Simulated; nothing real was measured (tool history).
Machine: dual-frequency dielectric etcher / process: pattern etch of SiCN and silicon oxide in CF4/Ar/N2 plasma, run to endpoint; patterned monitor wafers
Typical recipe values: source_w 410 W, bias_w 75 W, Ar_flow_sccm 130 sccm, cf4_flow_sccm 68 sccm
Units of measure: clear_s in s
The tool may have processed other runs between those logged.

run   hour  source_w  bias_w  Ar_flow_sccm  cf4_flow_sccm  incoming incoming film thickness, nm  clear_s
  1      0       410      75           123             68                                 16.08     19.4
  2   38.1       410      75           123             68                                 16.31     19.5
  3   62.9       410      75           141             68                                  16.1     19.6
  4   86.2       410      75           130             79                                 16.12     18.8
  5  109.3       410      75           130             81                                 16.09     18.5
  6  122.5       410      75           130             68                                 16.13     19.3
  7  148.4       410      75           130             68                                 16.29     19.4
     180.4  -- wet clean of the chamber
     181.8  -- CF4 flow controller replaced
  8  182.3       410      75           130             78                                 16.03     19.5
  9  185.3       410      75           130             78                                 16.23     19.8
 10  202.2       410      75           130             78                                  15.8     19.4
 11  218.7       410      75           130             68                                 16.01     20.1
     254.4  -- upper electrode replaced
 12  254.9       410      75           130             79                                 16.04     19.4
 13  274.2       410      81           130             68                                 16.17     19.8
 14  309.2       410      75           130             68                                 16.05       20
     339.9  -- source power generator calibrated
 15  380.7       410      75           130             52                                 16.17     21.5
     387.6  -- Ar flow controller replaced
 16  413.2       410      60           130             52                                 16.21     22.8
     436.6  -- bias power generator calibrated
 17  438.4       410      93           130             68                                  16.2     18.6
 18  462.4       410      75           101             78                                 16.18     18.6
 19  484.9       360      69           130             68                                 16.14     22.7
 20  508.1       410      75           130             68                                 16.19     19.7

The next listed run, before its measurement:
 21  524.9       410      64           130             78                                 16.36        ?

{"run 21": {"clear_s": 20.2}}
If the tool had no hidden condition, the same run with the same run-to-run variation would have returned clear_s 20.9 s.

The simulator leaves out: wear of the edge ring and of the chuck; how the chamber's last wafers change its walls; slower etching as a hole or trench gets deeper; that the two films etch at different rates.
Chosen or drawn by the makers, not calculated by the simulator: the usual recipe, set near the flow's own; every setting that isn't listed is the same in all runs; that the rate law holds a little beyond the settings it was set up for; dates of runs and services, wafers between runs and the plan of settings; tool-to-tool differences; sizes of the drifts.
